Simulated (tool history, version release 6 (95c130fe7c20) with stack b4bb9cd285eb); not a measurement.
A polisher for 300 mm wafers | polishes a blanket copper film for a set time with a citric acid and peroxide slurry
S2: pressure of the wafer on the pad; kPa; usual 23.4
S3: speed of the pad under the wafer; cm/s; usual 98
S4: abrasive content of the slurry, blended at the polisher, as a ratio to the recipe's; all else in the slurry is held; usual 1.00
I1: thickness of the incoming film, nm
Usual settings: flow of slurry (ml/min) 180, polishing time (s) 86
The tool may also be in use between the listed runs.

{"run": 1, "hour": 0.0, "flow of slurry (ml/min)": 180, "S2": 23.4, "S3": 98, "S4": 1.0, "polishing time (s)": 86, "I1": 815.6, "film removed (angstrom)": 1775}
{"run": 2, "hour": 35.3, "flow of slurry (ml/min)": 150, "S2": 23.4, "S3": 98, "S4": 1.0, "polishing time (s)": 86, "I1": 813.7, "film removed (angstrom)": 1679}
{"hour": 41.1, "done": "slurry nozzle cleaned"}
{"run": 3, "hour": 89.0, "flow of slurry (ml/min)": 180, "S2": 23.4, "S3": 98, "S4": 0.85, "polishing time (s)": 86, "I1": 806.7, "film removed (angstrom)": 1670}
{"hour": 104.0, "done": "worn pad replaced by a new one"}
{"run": 4, "hour": 104.5, "flow of slurry (ml/min)": 180, "S2": 23.4, "S3": 98, "S4": 0.85, "polishing time (s)": 86, "I1": 820.6, "film removed (angstrom)": 1839}
{"run": 5, "hour": 125.9, "flow of slurry (ml/min)": 180, "S2": 23.4, "S3": 98, "S4": 0.85, "polishing time (s)": 86, "I1": 827.1, "film removed (angstrom)": 1787}
{"run": 6, "hour": 159.1, "flow of slurry (ml/min)": 180, "S2": 23.4, "S3": 98, "S4": 1.0, "polishing time (s)": 86, "I1": 818.9, "film removed (angstrom)": 1787}
{"run": 7, "hour": 182.4, "flow of slurry (ml/min)": 180, "S2": 23.4, "S3": 98, "S4": 1.0, "polishing time (s)": 86, "I1": 807.6, "film removed (angstrom)": 1769}
{"hour": 198.9, "done": "slurry blender recalibrated"}
{"run": 8, "hour": 204.4, "flow of slurry (ml/min)": 180, "S2": 23.4, "S3": 98, "S4": 1.0, "polishing time (s)": 86, "I1": 822.9, "film removed (angstrom)": 1720}
{"run": 9, "hour": 279.5, "flow of slurry (ml/min)": 180, "S2": 23.4, "S3": 98, "S4": 1.0, "polishing time (s)": 69, "I1": 807.1, "film removed (angstrom)": 1376}
{"hour": 283.8, "done": "slurry nozzle cleaned"}
{"run": 10, "hour": 292.0, "flow of slurry (ml/min)": 180, "S2": 23.4, "S3": 98, "S4": 1.15, "polishing time (s)": 86, "I1": 827.2, "film removed (angstrom)": 1753}
{"hour": 299.2, "done": "worn pad replaced by a new one"}
{"hour": 313.4, "done": "head pressure recalibrated"}
{"run": 11, "hour": 323.7, "flow of slurry (ml/min)": 180, "S2": 23.4, "S3": 98, "S4": 1.15, "polishing time (s)": 86, "I1": 820.6, "film removed (angstrom)": 1888}
{"run": 12, "hour": 353.3, "flow of slurry (ml/min)": 180, "S2": 23.4, "S3": 98, "S4": 1.15, "polishing time (s)": 86, "I1": 823.8, "film removed (angstrom)": 1813}
{"run": 13, "hour": 376.9, "flow of slurry (ml/min)": 180, "S2": 23.4, "S3": 70, "S4": 1.0, "polishing time (s)": 94, "I1": 821.1, "film removed (angstrom)": 1355}
{"run": 14, "hour": 404.3, "flow of slurry (ml/min)": 180, "S2": 23.4, "S3": 70, "S4": 1.0, "polishing time (s)": 94, "I1": 810.6, "film removed (angstrom)": 1363}
{"run": 15, "hour": 425.3, "flow of slurry (ml/min)": 150, "S2": 18.6, "S3": 68, "S4": 1.0, "polishing time (s)": 86, "I1": 827.0, "film removed (angstrom)": 924}
{"run": 16, "hour": 439.1, "flow of slurry (ml/min)": 180, "S2": 15.2, "S3": 98, "S4": 1.0, "polishing time (s)": 86, "I1": 813.1, "film removed (angstrom)": 1122}
{"run": 17, "hour": 457.8, "flow of slurry (ml/min)": 180, "S2": 23.4, "S3": 110, "S4": 1.0, "polishing time (s)": 86, "I1": 809.0, "film removed (angstrom)": 1923}
{"hour": 474.4, "done": "worn pad replaced by a new one"}
{"run": 18, "hour": 514.2, "flow of slurry (ml/min)": 180, "S2": 23.4, "S3": 98, "S4": 1.0, "polishing time (s)": 86, "I1": 825.2, "film removed (angstrom)": 1826}
{"run": 19, "hour": 538.7, "flow of slurry (ml/min)": 200, "S2": 19.3, "S3": 126, "S4": 1.0, "polishing time (s)": 107, "I1": 832.0, "film removed (angstrom)": 2339}
{"hour": 564.0, "done": "slurry nozzle cleaned"}
{"run": 20, "hour": 567.7, "flow of slurry (ml/min)": 180, "S2": 23.4, "S3": 98, "S4": 1.0, "polishing time (s)": 86, "I1": 804.6, "film removed (angstrom)": 1733}
{"hour": 603.8, "done": "slurry blender recalibrated"}
{"hour": 642.2, "done": "worn pad replaced by a new one"}
{"run": 21, "hour": 648.2, "flow of slurry (ml/min)": 180, "S2": 19.3, "S3": 90, "S4": 1.0, "polishing time (s)": 67, "I1": 812.7, "film removed (angstrom)": 1126}

Forecast run 22:
{"run": 22, "hour": 668.0, "flow of slurry (ml/min)": 160, "S2": 17.2, "S3": 78, "S4": 1.0, "polishing time (s)": 107, "I1": 809.7, "film removed (angstrom)": "?"}

{"run 22": {"film removed (angstrom)": 1344}}
Without the tool's hidden state the same run would have given film removed (angstrom) 1403.
